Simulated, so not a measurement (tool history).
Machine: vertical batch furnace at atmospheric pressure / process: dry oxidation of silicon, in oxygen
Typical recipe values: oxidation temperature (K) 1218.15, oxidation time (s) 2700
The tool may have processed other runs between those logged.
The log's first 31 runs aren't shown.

run,hour,oxidation temperature (K),oxidation time (s),"read-back reference wafer on the same gauge, thickness",oxide thickness on the monitor wafer (Å)
32,561.4,1218.15,2700,23.70,248.4
33,576.2,1201.15,3720,23.69,256.1
34,593.5,1198.15,3090,23.68,221.9
35,613.4,1206.15,2280,23.70,194.5
# hour 627.7: gauge calibrated
36,629.7,1241.15,1650,23.71,231.7
37,637.8,1236.15,2700,23.69,295.5
38,649.6,1232.15,2130,23.70,248.4
39,659.7,1228.15,3540,23.70,329.3
40,672.2,1196.15,1740,23.70,148.3

Below are 3 alternative next runs, each starting from the tool's condition after run 40. Predict each:
A,677.2,1218.15,2700,?,?
B,677.2,1203.15,2700,?,?
C,677.2,1241.15,3660,?,?

run,"read-back reference wafer on the same gauge, thickness",oxide thickness on the monitor wafer (Å)
A,23.70,247.2
B,23.70,211.0
C,23.70,375.2
Without the tool's unlogged condition, the same runs would have read:
run,oxide thickness on the monitor wafer (Å)
A,246.4
B,210.5
C,374.4
